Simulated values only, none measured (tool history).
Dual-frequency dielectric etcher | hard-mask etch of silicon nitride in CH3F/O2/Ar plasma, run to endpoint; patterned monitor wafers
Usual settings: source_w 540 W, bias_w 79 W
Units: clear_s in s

run   hour  source_w  bias_w  wafers since the last listed run  hours since the last wet clean  hours since the last source power generator calibration  hours since the last bias power generator calibration  hours since the last upper electrode change  incoming incoming film thickness, nm  clear_s
  1      0       540      79                                 0                           286.9                                                   4050.6                                                 1543.8                                       3347.6                                 41.28     48.1
  2   23.2       540      79                               295                           310.1                                                   4073.8                                                   1567                                       3370.8                                 41.38     47.7
  3   91.8       540      79                               872                           378.7                                                   4142.4                                                 1635.6                                       3439.4                                 41.25     47.4
  4    126       540      79                               435                           412.9                                                   4176.6                                                 1669.8                                       3473.6                                 41.23       47
  5    149       540      79                               292                           435.9                                                   4199.6                                                 1692.8                                       3496.6                                 41.24     47.5
  6  178.5       540      79                               375                           465.4                                                   4229.1                                                 1722.3                                       3526.1                                 41.22     47.1
     193.6  -- source power generator calibrated
     200.4  -- bias power generator calibrated
  7  200.9       540      79                               183                           487.8                                                      7.3                                                    0.5                                       3548.5                                 41.38     46.8
  8  220.7       540      92                               251                           507.6                                                     27.1                                                   20.3                                       3568.3                                 41.24     43.9
  9  238.6       540      79                               227                           525.5                                                       45                                                   38.2                                       3586.2                                 41.06     46.5
     271.8  -- upper electrode replaced
 10  272.3       540      71                               123                           559.2                                                     78.7                                                   71.9                                          0.5                                 41.12     48.6
     308.2  -- wet clean of the chamber
 11  308.7       610      92                               157                             0.5                                                    115.1                                                  108.3                                         36.9                                 41.33     44.5
 12  314.4       540      79                                72                             6.2                                                    120.8                                                    114                                         42.6                                 40.99     48.9
 13    339       540      85                               312                            30.8                                                    145.4                                                  138.6                                         67.2                                 41.31     47.5
 14  366.3       630      87                               347                            58.1                                                    172.7                                                  165.9                                         94.5                                 41.34     44.8
 15  399.2       630      93                               418                              91                                                    205.6                                                  198.8                                        127.4                                 41.21     43.5

Forecast each of these 3 alternatives for the next run:
  A  399.6       540      79                                 5                            91.4                                                      206                                                  199.2                                        127.8                                 41.72        ?
  B  399.6       580      60                                 5                            91.4                                                      206                                                  199.2                                        127.8                                 41.72        ?
  C  399.6       590      65                                 5                            91.4                                                      206                                                  199.2                                        127.8                                 41.72        ?

run  clear_s
  A     49.7
  B     54.1
  C     52.1
Without the tool's hidden state the same runs would have given:
run  clear_s
  A     49.9
  B     54.3
  C     52.3

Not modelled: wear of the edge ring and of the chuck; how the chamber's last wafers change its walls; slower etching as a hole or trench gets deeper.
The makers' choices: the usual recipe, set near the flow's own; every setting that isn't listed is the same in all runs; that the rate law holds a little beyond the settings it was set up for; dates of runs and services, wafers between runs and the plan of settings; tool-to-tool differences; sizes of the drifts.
